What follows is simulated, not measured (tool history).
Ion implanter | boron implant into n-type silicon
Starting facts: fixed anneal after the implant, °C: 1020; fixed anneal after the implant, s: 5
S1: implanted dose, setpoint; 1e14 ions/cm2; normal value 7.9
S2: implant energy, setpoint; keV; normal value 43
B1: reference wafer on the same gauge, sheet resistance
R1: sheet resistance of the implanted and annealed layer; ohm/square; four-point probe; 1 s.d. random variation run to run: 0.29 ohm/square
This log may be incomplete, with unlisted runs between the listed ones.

run    hour     S1    S2      B1      R1
  1       0   6.02    43  111.15  168.36
  2    64.3   6.02    43  111.14  168.46
  3   127.6   6.02    43  111.28   168.3
  4   196.5    7.9  47.5  111.38  134.84
  5   224.9    7.9  47.5  111.48  134.14
  6   272.4    7.9    43   111.5  134.62
  7   319.9    7.9    43  111.62  135.38
  8   384.8    7.9    43  111.77  135.45
  9   411.4    7.9    43  111.85  135.98
 10   476.2    7.9    43   111.9  135.29
 11   546.7    7.9    43  112.03  136.47
 12     584    7.9    43  112.09  136.52
 13   746.8   6.13    43  110.98  165.03
 14   775.4    7.9    43  110.95   134.9
 15     836    7.9  35.5  110.99   136.3
 16   875.7    7.9  35.5  111.08   136.7
 17   912.6    7.9    43  111.01  134.46
 18     944    7.9    43  111.07  134.83
 19     994   7.04    34  111.02  150.94
 20  1035.5    7.9  36.5   111.1  136.07
 21  1090.5   8.85    43  111.29  123.27
 22    1134   9.96    49  111.25  111.48
 23  1159.2    7.9    37  111.27  136.59
 24  1192.6    7.9    43  111.27  135.14
 25  1262.1    7.9  47.5  111.37  134.22
 26  1287.6    7.9    43  111.33  135.46
 27    1355    7.9    43  111.56  134.87
 28  1388.2   7.22    54  111.66  143.12
 29    1443   7.28    43  111.74  145.06
 30  1499.3  10.17    35  111.84  111.14
 31  1558.1   6.83    52  111.87  151.12
 32  1607.5   5.93    43  112.04  171.55
 33  1670.9    7.9    43  112.22  135.95
 34  1705.3    7.9    43  112.41  135.99
 35  1750.5   6.65  37.5  112.46  158.68
 36  1786.9  10.16  35.5  112.51  112.65

Withheld: 3 entries from between the runs. Position of each, and hidden state at the listed run before versus the listed run after:
In the gap between runs 12 and 13: gauge calibrated (hour 702.4)
  gauge reads high (%): 1.05 -> -0.0115
  what was measured, less what the result would be without the hidden state, R1: +1.42 -> -0.02 ohm/square
In the gap between runs 16 and 17: extraction supply calibrated (hour 908.5)
  gauge reads high (%): 0.0211 -> 0.0375
  what was measured, less what the result would be without the hidden state, R1: +0.03 -> +0.05 ohm/square
In the gap between runs 20 and 21: Faraday cup replaced and dose calibrated (hour 1081.1)
  gauge reads high (%): 0.115 -> 0.161
  what was measured, less what the result would be without the hidden state, R1: +0.15 -> +0.2 ohm/square
